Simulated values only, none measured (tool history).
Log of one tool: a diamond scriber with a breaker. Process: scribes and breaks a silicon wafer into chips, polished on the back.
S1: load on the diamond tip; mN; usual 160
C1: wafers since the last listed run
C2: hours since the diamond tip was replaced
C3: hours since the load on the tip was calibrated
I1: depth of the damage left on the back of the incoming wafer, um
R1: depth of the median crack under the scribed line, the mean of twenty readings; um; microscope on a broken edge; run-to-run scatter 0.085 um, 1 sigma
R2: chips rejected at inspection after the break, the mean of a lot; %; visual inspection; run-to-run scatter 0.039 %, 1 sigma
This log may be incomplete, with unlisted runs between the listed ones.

run,hour,S1,C1,C2,C3,I1,R1,R2
1,0.0,160,0,581.9,187.2,0.04,8.34,1.24
2,50.8,135,98,632.7,238.0,0.04,7.45,4.77
3,62.9,135,23,644.8,250.1,0.02,7.32,5.17
4,110.2,135,92,692.1,297.4,0.02,7.29,5.47
5,124.5,160,27,706.4,311.7,0.03,8.10,1.39
6,131.6,160,13,713.5,318.8,0.02,8.01,1.54
7,148.6,136,33,730.5,335.8,0.02,7.28,5.11
8,161.5,136,25,743.4,348.7,0.05,7.31,5.38
9,172.7,160,21,754.6,359.9,0.02,8.14,1.63
10,182.1,160,18,764.0,369.3,0.02,8.19,1.55
11,190.3,122,15,772.2,377.5,0.02,6.71,9.49
12,198.3,140,15,780.2,385.5,0.02,7.51,4.68
13,204.5,140,12,786.4,391.7,0.05,7.43,4.66
14,222.3,140,34,804.2,409.5,0.02,7.34,4.05
15,228.8,123,12,810.7,416.0,0.02,6.68,9.60
# hour 254.1: diamond tip replaced by a new one
16,257.0,123,51,2.9,444.2,0.02,6.76,9.41
17,272.6,123,30,18.5,459.8,0.05,6.78,9.11
18,288.1,172,30,34.0,475.3,0.03,8.33,0.98
19,296.8,160,16,42.7,484.0,0.01,8.01,1.71
20,304.5,133,14,50.4,491.7,0.03,7.12,6.63
21,347.2,178,83,93.1,534.4,0.03,8.39,0.90
22,362.4,117,29,108.3,549.6,0.05,6.55,11.73
# hour 372.5: load on the tip recalibrated
23,377.3,134,25,123.2,4.8,0.04,8.73,0.84
24,384.1,207,13,130.0,11.6,0.04,11.66,11.43
25,397.0,132,25,142.9,24.5,0.03,8.65,0.86
26,412.1,185,29,158.0,39.6,0.04,10.74,6.41
27,421.8,183,18,167.7,49.3,0.03,10.46,5.60
28,429.4,188,14,175.3,56.9,0.05,10.81,7.05
29,441.5,174,23,187.4,69.0,0.03,10.10,4.44
30,454.6,160,25,200.5,82.1,0.05,9.68,2.21
31,462.3,160,14,208.2,89.8,0.04,9.63,2.29
32,477.8,179,30,223.7,105.3,0.02,10.14,4.95
33,486.6,129,17,232.5,114.1,0.01,8.38,1.25
# hour 491.6: load on the tip recalibrated, repeated, since the last time left the tool worse
34,532.6,120,85,278.5,41.0,0.02,7.12,6.62
35,543.5,125,21,289.4,51.9,0.05,7.26,5.63

Give the tool's hidden conditions for every run:
share of the diamond tip's cutting effectiveness lost through wear, %: 0 on each run
H1: deviation of the load on the tip from its setpoint, %
run,H1
1,-7.69
2,-8.71
3,-8.92
4,-9.62
5,-9.81
6,-9.89
7,-10.1
8,-10.2
9,-10.3
10,-10.4
11,-10.5
12,-10.6
13,-10.6
14,-10.8
15,-10.8
16,-11
17,-11.1
18,-11.2
19,-11.3
20,-11.3
21,-11.5
22,-11.6
23,19.4
24,19
25,18.4
26,17.6
27,17.2
28,16.9
29,16.4
30,15.9
31,15.6
32,15
33,14.7
34,-2.53
35,-3.01
